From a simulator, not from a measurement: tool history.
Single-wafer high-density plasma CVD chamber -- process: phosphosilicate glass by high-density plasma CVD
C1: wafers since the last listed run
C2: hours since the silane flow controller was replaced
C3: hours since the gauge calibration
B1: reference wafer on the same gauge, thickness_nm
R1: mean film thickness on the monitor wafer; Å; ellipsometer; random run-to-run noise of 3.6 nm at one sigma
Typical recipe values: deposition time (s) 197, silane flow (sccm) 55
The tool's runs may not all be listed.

run 1 day=0.000 | deposition_time_(s)=181 silane_flow_(sccm)=50 | C1=0 C2=242.8 C3=1289.1 | B1=873.809 | R1=8053.86
run 2 day=2.838 | deposition_time_(s)=197 silane_flow_(sccm)=55 | C1=604 C2=310.9 C3=1357.2 | B1=874.536 | R1=9522.55
run 3 day=5.488 | deposition_time_(s)=197 silane_flow_(sccm)=55 | C1=564 C2=374.5 C3=1420.8 | B1=874.160 | R1=9453.43
run 4 day=8.425 | deposition_time_(s)=197 silane_flow_(sccm)=55 | C1=625 C2=445.0 C3=1491.3 | B1=873.051 | R1=9443.05
run 5 day=11.642 | deposition_time_(s)=197 silane_flow_(sccm)=55 | C1=684 C2=522.2 C3=1568.5 | B1=872.793 | R1=9508.79
run 6 day=13.375 | deposition_time_(s)=197 silane_flow_(sccm)=55 | C1=369 C2=563.8 C3=1610.1 | B1=871.906 | R1=9456.87
run 7 day=15.304 | deposition_time_(s)=208 silane_flow_(sccm)=58 | C1=410 C2=610.1 C3=1656.4 | B1=871.853 | R1=10479.58
run 8 day=16.921 | deposition_time_(s)=208 silane_flow_(sccm)=58 | C1=344 C2=648.9 C3=1695.2 | B1=871.130 | R1=10469.44
run 9 day=21.262 | deposition_time_(s)=208 silane_flow_(sccm)=58 | C1=924 C2=753.1 C3=1799.4 | B1=872.002 | R1=10456.09
run 10 day=25.346 | deposition_time_(s)=179 silane_flow_(sccm)=59 | C1=869 C2=851.1 C3=1897.4 | B1=870.614 | R1=9130.64
run 11 day=29.554 | deposition_time_(s)=197 silane_flow_(sccm)=55 | C1=896 C2=952.1 C3=1998.4 | B1=870.321 | R1=9455.84
run 12 day=31.325 | deposition_time_(s)=197 silane_flow_(sccm)=55 | C1=377 C2=994.6 C3=2040.9 | B1=869.186 | R1=9392.31
run 13 day=33.550 | deposition_time_(s)=197 silane_flow_(sccm)=55 | C1=473 C2=1048.0 C3=2094.3 | B1=871.260 | R1=9388.74
run 14 day=35.771 | deposition_time_(s)=197 silane_flow_(sccm)=55 | C1=472 C2=1101.3 C3=2147.6 | B1=870.927 | R1=9413.54
run 15 day=37.588 | deposition_time_(s)=197 silane_flow_(sccm)=62 | C1=386 C2=1144.9 C3=2191.2 | B1=869.875 | R1=10380.68
run 16 day=40.004 | deposition_time_(s)=197 silane_flow_(sccm)=62 | C1=514 C2=1202.9 C3=2249.2 | B1=869.013 | R1=10409.43
run 17 day=42.446 | deposition_time_(s)=197 silane_flow_(sccm)=62 | C1=519 C2=1261.5 C3=2307.8 | B1=868.580 | R1=10429.70
run 18 day=45.883 | deposition_time_(s)=197 silane_flow_(sccm)=55 | C1=731 C2=1344.0 C3=2390.3 | B1=871.066 | R1=9443.28
run 19 day=49.383 | deposition_time_(s)=197 silane_flow_(sccm)=55 | C1=745 C2=1428.0 C3=2474.3 | B1=868.677 | R1=9418.82
run 20 day=51.883 | deposition_time_(s)=197 silane_flow_(sccm)=55 | C1=532 C2=1488.0 C3=2534.3 | B1=867.766 | R1=9440.84
run 21 day=55.358 | deposition_time_(s)=197 silane_flow_(sccm)=63 | C1=739 C2=1571.4 C3=2617.7 | B1=868.069 | R1=10570.02
run 22 day=59.262 | deposition_time_(s)=197 silane_flow_(sccm)=63 | C1=831 C2=1665.1 C3=2711.4 | B1=866.787 | R1=10534.11
run 23 day=62.896 | deposition_time_(s)=224 silane_flow_(sccm)=60 | C1=773 C2=1752.3 C3=2798.6 | B1=866.740 | R1=11578.67
run 24 day=65.158 | deposition_time_(s)=160 silane_flow_(sccm)=55 | C1=481 C2=1806.6 C3=2852.9 | B1=868.622 | R1=7607.16
-- day=68.058 silane flow controller replaced
run 25 day=69.096 | deposition_time_(s)=187 silane_flow_(sccm)=47 | C1=767 C2=24.9 C3=2947.4 | B1=865.354 | R1=7838.21
run 26 day=71.421 | deposition_time_(s)=197 silane_flow_(sccm)=46 | C1=495 C2=80.7 C3=3003.2 | B1=866.597 | R1=8141.07
run 27 day=75.625 | deposition_time_(s)=197 silane_flow_(sccm)=55 | C1=895 C2=181.6 C3=3104.1 | B1=864.148 | R1=9383.38
run 28 day=78.108 | deposition_time_(s)=215 silane_flow_(sccm)=50 | C1=528 C2=241.2 C3=3163.7 | B1=867.421 | R1=9525.71
run 29 day=82.554 | deposition_time_(s)=197 silane_flow_(sccm)=45 | C1=946 C2=347.9 C3=3270.4 | B1=866.466 | R1=7949.08
run 30 day=86.646 | deposition_time_(s)=224 silane_flow_(sccm)=64 | C1=871 C2=446.1 C3=3368.6 | B1=864.988 | R1=12065.28
run 31 day=90.667 | deposition_time_(s)=161 silane_flow_(sccm)=55 | C1=856 C2=542.6 C3=3465.1 | B1=865.383 | R1=7641.68
run 32 day=94.108 | deposition_time_(s)=225 silane_flow_(sccm)=51 | C1=732 C2=625.2 C3=3547.7 | B1=863.948 | R1=10142.06
run 33 day=96.317 | deposition_time_(s)=225 silane_flow_(sccm)=44 | C1=470 C2=678.2 C3=3600.7 | B1=864.233 | R1=8994.87
-- day=97.512 gauge calibrated
run 34 day=98.700 | deposition_time_(s)=228 silane_flow_(sccm)=51 | C1=507 C2=735.4 C3=28.5 | B1=885.284 | R1=10426.27
run 35 day=103.138 | deposition_time_(s)=197 silane_flow_(sccm)=55 | C1=944 C2=841.9 C3=135.0 | B1=883.596 | R1=9599.78
run 36 day=105.725 | deposition_time_(s)=219 silane_flow_(sccm)=52 | C1=550 C2=904.0 C3=197.1 | B1=883.149 | R1=10179.18
run 37 day=108.533 | deposition_time_(s)=168 silane_flow_(sccm)=45 | C1=597 C2=971.4 C3=264.5 | B1=884.937 | R1=6951.71
run 38 day=111.975 | deposition_time_(s)=197 silane_flow_(sccm)=55 | C1=732 C2=1054.0 C3=347.1 | B1=882.774 | R1=9606.15
run 39 day=115.350 | deposition_time_(s)=229 silane_flow_(sccm)=52 | C1=718 C2=1135.0 C3=428.1 | B1=883.109 | R1=10646.92
run 40 day=118.296 | deposition_time_(s)=214 silane_flow_(sccm)=55 | C1=627 C2=1205.7 C3=498.8 | B1=881.912 | R1=10454.28
run 41 day=120.946 | deposition_time_(s)=197 silane_flow_(sccm)=55 | C1=564 C2=1269.3 C3=562.4 | B1=881.233 | R1=9577.30
run 42 day=123.333 | deposition_time_(s)=173 silane_flow_(sccm)=51 | C1=508 C2=1326.6 C3=619.7 | B1=882.447 | R1=7942.61
run 43 day=127.654 | deposition_time_(s)=219 silane_flow_(sccm)=48 | C1=920 C2=1430.3 C3=723.4 | B1=881.649 | R1=9528.96
run 44 day=129.825 | deposition_time_(s)=180 silane_flow_(sccm)=65 | C1=462 C2=1482.4 C3=775.5 | B1=881.741 | R1=10050.30
run 45 day=132.533 | deposition_time_(s)=167 silane_flow_(sccm)=55 | C1=576 C2=1547.4 C3=840.5 | B1=880.943 | R1=8125.89

Predict each of these 3 candidate next runs independently; none follows another, all start after run 45:
run A day=132.554 | deposition_time_(s)=197 silane_flow_(sccm)=55 | C1=4 C2=1547.9 C3=841.0 | B1=? | R1=?
run B day=132.554 | deposition_time_(s)=163 silane_flow_(sccm)=60 | C1=4 C2=1547.9 C3=841.0 | B1=? | R1=?
run C day=132.554 | deposition_time_(s)=197 silane_flow_(sccm)=47 | C1=4 C2=1547.9 C3=841.0 | B1=? | R1=?

run=A B1=880.917 R1=9606.98
run=B B1=880.917 R1=8541.66
run=C B1=880.917 R1=8460.79
The same runs, with their run-to-run variation unchanged, on a tool lacking any hidden condition would have given:
run=A R1=9618.20
run=B R1=8551.64
run=C R1=8470.66
